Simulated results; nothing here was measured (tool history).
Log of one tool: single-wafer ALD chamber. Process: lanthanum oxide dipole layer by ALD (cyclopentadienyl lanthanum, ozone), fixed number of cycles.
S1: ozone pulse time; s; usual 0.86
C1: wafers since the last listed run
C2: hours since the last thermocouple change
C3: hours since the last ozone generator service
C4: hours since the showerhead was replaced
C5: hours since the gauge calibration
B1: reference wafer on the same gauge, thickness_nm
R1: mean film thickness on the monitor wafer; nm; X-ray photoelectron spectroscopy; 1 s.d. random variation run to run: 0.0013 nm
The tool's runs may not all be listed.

run 1 day=0.000 | S1=0.86 | C1=0 C2=579.8 C3=917.8 C4=5463.2 C5=1052.5 | B1=0.39 | R1=0.470
run 2 day=2.167 | S1=0.86 | C1=613 C2=631.8 C3=969.8 C4=5515.2 C5=1104.5 | B1=0.39 | R1=0.472
run 3 day=4.275 | S1=0.60 | C1=596 C2=682.4 C3=1020.4 C4=5565.8 C5=1155.1 | B1=0.39 | R1=0.426
run 4 day=5.375 | S1=0.60 | C1=311 C2=708.8 C3=1046.8 C4=5592.2 C5=1181.5 | B1=0.39 | R1=0.426
run 5 day=8.375 | S1=0.86 | C1=849 C2=780.8 C3=1118.8 C4=5664.2 C5=1253.5 | B1=0.39 | R1=0.470
run 6 day=9.704 | S1=0.86 | C1=376 C2=812.7 C3=1150.7 C4=5696.1 C5=1285.4 | B1=0.39 | R1=0.469
run 7 day=12.650 | S1=0.86 | C1=834 C2=883.4 C3=1221.4 C4=5766.8 C5=1356.1 | B1=0.39 | R1=0.469
run 8 day=13.712 | S1=0.86 | C1=300 C2=908.9 C3=1246.9 C4=5792.3 C5=1381.6 | B1=0.39 | R1=0.468
run 9 day=16.129 | S1=1.02 | C1=684 C2=966.9 C3=1304.9 C4=5850.3 C5=1439.6 | B1=0.39 | R1=0.488
run 10 day=20.375 | S1=1.02 | C1=1202 C2=1068.8 C3=1406.8 C4=5952.2 C5=1541.5 | B1=0.39 | R1=0.487
run 11 day=21.608 | S1=0.86 | C1=349 C2=1098.4 C3=1436.4 C4=5981.8 C5=1571.1 | B1=0.39 | R1=0.467
-- day=22.917 showerhead replaced
run 12 day=23.758 | S1=0.86 | C1=514 C2=1150.0 C3=1488.0 C4=20.2 C5=1622.7 | B1=0.39 | R1=0.469
run 13 day=26.558 | S1=1.13 | C1=792 C2=1217.2 C3=1555.2 C4=87.4 C5=1689.9 | B1=0.39 | R1=0.497
run 14 day=28.996 | S1=1.13 | C1=690 C2=1275.7 C3=1613.7 C4=145.9 C5=1748.4 | B1=0.39 | R1=0.499
-- day=29.154 gauge calibrated
run 15 day=30.604 | S1=0.86 | C1=455 C2=1314.3 C3=1652.3 C4=184.5 C5=34.8 | B1=0.39 | R1=0.463
-- day=31.671 ozone generator serviced
run 16 day=32.521 | S1=0.68 | C1=448 C2=1360.3 C3=20.4 C4=230.5 C5=80.8 | B1=0.39 | R1=0.451
run 17 day=33.600 | S1=0.86 | C1=305 C2=1386.2 C3=46.3 C4=256.4 C5=106.7 | B1=0.39 | R1=0.480
run 18 day=34.888 | S1=0.63 | C1=364 C2=1417.1 C3=77.2 C4=287.3 C5=137.6 | B1=0.39 | R1=0.441
run 19 day=37.300 | S1=1.16 | C1=683 C2=1475.0 C3=135.1 C4=345.2 C5=195.5 | B1=0.39 | R1=0.513
run 20 day=39.417 | S1=0.72 | C1=599 C2=1525.8 C3=185.9 C4=396.0 C5=246.3 | B1=0.39 | R1=0.456
run 21 day=42.038 | S1=0.86 | C1=741 C2=1588.7 C3=248.8 C4=458.9 C5=309.2 | B1=0.39 | R1=0.478
run 22 day=46.146 | S1=1.05 | C1=1163 C2=1687.3 C3=347.4 C4=557.5 C5=407.8 | B1=0.39 | R1=0.501
run 23 day=48.583 | S1=0.74 | C1=690 C2=1745.8 C3=405.9 C4=616.0 C5=466.3 | B1=0.39 | R1=0.457
-- day=50.154 thermocouple changed; heater temperature recalibrated
run 24 day=50.696 | S1=0.86 | C1=503 C2=13.0 C3=456.6 C4=666.7 C5=517.0 | B1=0.39 | R1=0.475
run 25 day=52.383 | S1=0.76 | C1=477 C2=53.5 C3=497.1 C4=707.2 C5=557.5 | B1=0.39 | R1=0.461
run 26 day=54.579 | S1=0.64 | C1=621 C2=106.2 C3=549.8 C4=759.9 C5=610.2 | B1=0.39 | R1=0.438
run 27 day=56.000 | S1=0.60 | C1=402 C2=140.3 C3=583.9 C4=794.0 C5=644.3 | B1=0.39 | R1=0.427
run 28 day=57.962 | S1=0.54 | C1=555 C2=187.4 C3=631.0 C4=841.1 C5=691.4 | B1=0.39 | R1=0.417
run 29 day=59.192 | S1=0.95 | C1=347 C2=216.9 C3=660.5 C4=870.6 C5=720.9 | B1=0.39 | R1=0.485
run 30 day=62.054 | S1=1.12 | C1=810 C2=285.6 C3=729.2 C4=939.3 C5=789.6 | B1=0.39 | R1=0.508
run 31 day=64.283 | S1=0.86 | C1=631 C2=339.1 C3=782.7 C4=992.8 C5=843.1 | B1=0.39 | R1=0.472
run 32 day=71.208 | S1=1.17 | C1=1960 C2=505.3 C3=948.9 C4=1159.0 C5=1009.3 | B1=0.39 | R1=0.509
run 33 day=72.938 | S1=1.14 | C1=489 C2=546.8 C3=990.4 C4=1200.5 C5=1050.8 | B1=0.39 | R1=0.506
run 34 day=75.167 | S1=0.61 | C1=631 C2=600.3 C3=1043.9 C4=1254.0 C5=1104.3 | B1=0.39 | R1=0.424
run 35 day=76.562 | S1=1.00 | C1=395 C2=633.8 C3=1077.4 C4=1287.5 C5=1137.8 | B1=0.39 | R1=0.489

Predict each of these 3 candidate next runs independently; none follows another, all start after run 35:
run A day=76.579 | S1=0.56 | C1=4 C2=634.2 C3=1077.8 C4=1287.9 C5=1138.2 | B1=? | R1=?
run B day=76.579 | S1=1.18 | C1=4 C2=634.2 C3=1077.8 C4=1287.9 C5=1138.2 | B1=? | R1=?
run C day=76.579 | S1=0.77 | C1=4 C2=634.2 C3=1077.8 C4=1287.9 C5=1138.2 | B1=? | R1=?

run=A B1=0.39 R1=0.417
run=B B1=0.39 R1=0.510
run=C B1=0.39 R1=0.457
Stripped of hidden state, with their random variation kept, the same runs would have yielded:
run=A R1=0.429
run=B R1=0.518
run=C R1=0.468

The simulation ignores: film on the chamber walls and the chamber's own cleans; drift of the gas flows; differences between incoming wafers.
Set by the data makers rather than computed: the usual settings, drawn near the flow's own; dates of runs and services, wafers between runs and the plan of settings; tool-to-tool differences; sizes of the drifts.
